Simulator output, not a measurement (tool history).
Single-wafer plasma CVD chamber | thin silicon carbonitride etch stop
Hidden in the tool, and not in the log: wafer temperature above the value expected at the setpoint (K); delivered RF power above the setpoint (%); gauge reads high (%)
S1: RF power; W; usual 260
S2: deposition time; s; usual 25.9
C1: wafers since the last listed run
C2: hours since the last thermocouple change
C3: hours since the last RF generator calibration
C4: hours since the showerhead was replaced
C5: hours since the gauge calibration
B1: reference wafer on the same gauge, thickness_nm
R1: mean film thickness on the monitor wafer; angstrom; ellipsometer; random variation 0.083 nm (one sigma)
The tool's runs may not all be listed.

Run 1, hour 0.0: usual settings; C1 0; C2 1354.4; C3 876.0; C4 1016.3; C5 909.0; B1 17.904. Result: R1 174.87 angstrom.
Run 2, hour 80.5: usual settings; C1 1496; C2 1434.9; C3 956.5; C4 1096.8; C5 989.5; B1 17.918. Result: R1 173.56 angstrom.
Run 3, hour 130.6: usual settings; C1 931; C2 1485.0; C3 1006.6; C4 1146.9; C5 1039.6; B1 17.898. Result: R1 174.47 angstrom.
Run 4, hour 197.8: usual settings but S1 220 W; C1 1249; C2 1552.2; C3 1073.8; C4 1214.1; C5 1106.8; B1 17.896. Result: R1 158.07 angstrom.
Run 5, hour 285.8: usual settings but S1 220 W; C1 1635; C2 1640.2; C3 1161.8; C4 1302.1; C5 1194.8; B1 17.900. Result: R1 158.85 angstrom.
Run 6, hour 591.9: usual settings; C1 5690; C2 1946.3; C3 1467.9; C4 1608.2; C5 1500.9; B1 17.917. Result: R1 172.73 angstrom.
Run 7, hour 628.1: usual settings but S1 230 W; C1 672; C2 1982.5; C3 1504.1; C4 1644.4; C5 1537.1; B1 17.898. Result: R1 160.94 angstrom.
Run 8, hour 666.2: usual settings but S1 230 W; C1 708; C2 2020.6; C3 1542.2; C4 1682.5; C5 1575.2; B1 17.895. Result: R1 161.80 angstrom.
Run 9, hour 713.9: usual settings but S1 230 W; C1 886; C2 2068.3; C3 1589.9; C4 1730.2; C5 1622.9; B1 17.911. Result: R1 159.76 angstrom.
Run 10, hour 796.7: usual settings but S1 280 W; C1 1539; C2 2151.1; C3 1672.7; C4 1813.0; C5 1705.7; B1 17.897. Result: R1 175.95 angstrom.
Run 11, hour 848.7: usual settings but S1 280 W; C1 966; C2 2203.1; C3 1724.7; C4 1865.0; C5 1757.7; B1 17.896. Result: R1 176.42 angstrom.
Run 12, hour 944.5: usual settings; C1 1780; C2 2298.9; C3 1820.5; C4 1960.8; C5 1853.5; B1 17.904. Result: R1 170.80 angstrom.
Run 13, hour 997.0: usual settings; C1 975; C2 2351.4; C3 1873.0; C4 2013.3; C5 1906.0; B1 17.899. Result: R1 170.61 angstrom.
Run 14, hour 1100.3: usual settings; C1 1920; C2 2454.7; C3 1976.3; C4 2116.6; C5 2009.3; B1 17.911. Result: R1 169.74 angstrom.
At hour 1139.6: gauge calibrated.
Run 15, hour 1197.7: usual settings; C1 1810; C2 2552.1; C3 2073.7; C4 2214.0; C5 58.1; B1 17.919. Result: R1 170.67 angstrom.
Run 16, hour 1295.6: usual settings but S2 21.6 s; C1 1819; C2 2650.0; C3 2171.6; C4 2311.9; C5 156.0; B1 17.888. Result: R1 141.94 angstrom.
Run 17, hour 1391.3: usual settings; C1 1779; C2 2745.7; C3 2267.3; C4 2407.6; C5 251.7; B1 17.905. Result: R1 170.75 angstrom.
At hour 1404.2: RF generator calibrated.
Run 18, hour 1444.5: usual settings but S2 22.3 s; C1 840; C2 2798.9; C3 40.3; C4 2460.8; C5 304.9; B1 17.892. Result: R1 151.57 angstrom.
At hour 1525.7: thermocouple changed; heater temperature recalibrated.
Run 19, hour 1529.9: usual settings but S1 220 W, S2 21.0 s; C1 1438; C2 4.2; C3 125.7; C4 2546.2; C5 390.3; B1 17.898. Result: R1 129.46 angstrom.
Run 20, hour 1637.7: usual settings but S1 235 W; C1 2003; C2 112.0; C3 233.5; C4 2654.0; C5 498.1; B1 17.899. Result: R1 163.86 angstrom.
Run 21, hour 1727.5: usual settings but S2 28.1 s; C1 1669; C2 201.8; C3 323.3; C4 2743.8; C5 587.9; B1 17.878. Result: R1 190.46 angstrom.
At hour 1740.1: showerhead replaced.
Run 22, hour 2044.9: usual settings but S1 245 W, S2 22.5 s; C1 5751; C2 519.2; C3 640.7; C4 304.8; C5 905.3; B1 17.904. Result: R1 145.97 angstrom.
Run 23, hour 2082.2: usual settings but S1 300 W, S2 21.1 s; C1 693; C2 556.5; C3 678.0; C4 342.1; C5 942.6; B1 17.888. Result: R1 151.43 angstrom.
Run 24, hour 2137.3: usual settings but S2 28.4 s; C1 1024; C2 611.6; C3 733.1; C4 397.2; C5 997.7; B1 17.898. Result: R1 190.34 angstrom.
Run 25, hour 2192.1: usual settings; C1 1018; C2 666.4; C3 787.9; C4 452.0; C5 1052.5; B1 17.896. Result: R1 172.05 angstrom.

4 ways to go on from here, each from the tool as it stands after run 25. What would each give?
Run A, hour 2192.5: usual settings; C1 7; C2 666.8; C3 788.3; C4 452.4; C5 1052.9; B1 ?. Result: R1 ?.
Run B, hour 2192.5: usual settings but S1 280 W, S2 21.6 s; C1 7; C2 666.8; C3 788.3; C4 452.4; C5 1052.9; B1 ?. Result: R1 ?.
Run C, hour 2192.5: usual settings but S2 20.9 s; C1 7; C2 666.8; C3 788.3; C4 452.4; C5 1052.9; B1 ?. Result: R1 ?.
Run D, hour 2192.5: usual settings but S1 280 W, S2 21.0 s; C1 7; C2 666.8; C3 788.3; C4 452.4; C5 1052.9; B1 ?. Result: R1 ?.

run      B1      R1
  A  17.903  172.47
  B  17.903  149.24
  C  17.903  139.17
  D  17.903  145.09
Without the tool's hidden state the same runs would have given:
run      R1
  A  176.28
  B  152.53
  C  142.25
  D  148.30
